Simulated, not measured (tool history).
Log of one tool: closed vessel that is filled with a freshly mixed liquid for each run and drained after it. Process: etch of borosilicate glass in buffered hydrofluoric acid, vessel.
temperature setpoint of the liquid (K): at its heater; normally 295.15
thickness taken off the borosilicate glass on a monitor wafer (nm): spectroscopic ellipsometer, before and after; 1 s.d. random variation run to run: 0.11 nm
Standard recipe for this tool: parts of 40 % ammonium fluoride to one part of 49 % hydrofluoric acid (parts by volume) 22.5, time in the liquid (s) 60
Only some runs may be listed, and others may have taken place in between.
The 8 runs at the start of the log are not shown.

run	day	temperature setpoint of the liquid (K)	parts of 40 % ammonium fluoride to one part of 49 % hydrofluoric acid (parts by volume)	time in the liquid (s)	read-back film thickness of the borosilicate glass reference wafer, read on the same gauge (nm)	thickness taken off the borosilicate glass on a monitor wafer (nm)
# day 29.646: hydrofluoric acid flow meter replaced
9	29.783	294.15	22.5	60	110.00	29.64
10	34.262	293.65	22.5	60	110.01	28.85
11	37.538	293.65	22.5	60	109.99	28.75
# day 38.704: thermometer replaced
12	41.483	297.65	22.5	35	110.01	20.88
13	43.712	293.65	17.5	90	110.04	52.93
# day 44.017: gauge calibrated
14	47.908	295.15	19.0	30	110.00	17.54
15	49.662	295.15	22.5	45	110.02	23.23
16	53.746	295.15	22.5	60	110.02	31.04
17	56.654	295.15	19.5	60	110.00	33.83
18	60.488	295.15	22.5	60	110.02	30.79
19	62.108	295.15	27.5	90	109.99	39.86
20	63.779	290.65	19.5	75	110.01	33.19
21	68.208	298.15	22.5	75	110.01	44.75
22	71.758	292.65	30.0	40	110.00	14.16
23	74.688	298.65	28.5	60	110.02	31.05
# day 75.733: hydrofluoric acid flow meter replaced
24	77.742	295.15	22.5	60	109.99	31.47
25	79.312	292.65	26.5	40	109.99	16.33
26	80.850	296.65	22.5	45	109.99	25.52
27	86.800	296.65	27.5	50	109.97	24.61
28	89.500	298.15	22.5	80	110.00	48.67
29	91.500	295.15	22.5	60	110.00	31.05
30	96.621	298.65	29.0	40	109.99	21.09
31	106.350	298.65	22.5	30	110.04	18.48
32	108.133	297.15	30.0	75	110.01	34.79

Below are 4 alternative next runs, each starting from the tool's condition after run 32. Predict each:
A	108.162	296.65	22.5	60	?	?
B	108.162	295.15	29.5	60	?	?
C	108.162	295.15	22.5	30	?	?
D	108.162	295.15	28.5	60	?	?

run	read-back film thickness of the borosilicate glass reference wafer, read on the same gauge (nm)	thickness taken off the borosilicate glass on a monitor wafer (nm)
A	110.00	33.34
B	110.00	25.27
C	110.00	15.37
D	110.00	26.08
What these runs would have given with no unlogged condition in the tool:
run	thickness taken off the borosilicate glass on a monitor wafer (nm)
A	34.36
B	26.25
C	15.84
D	26.88
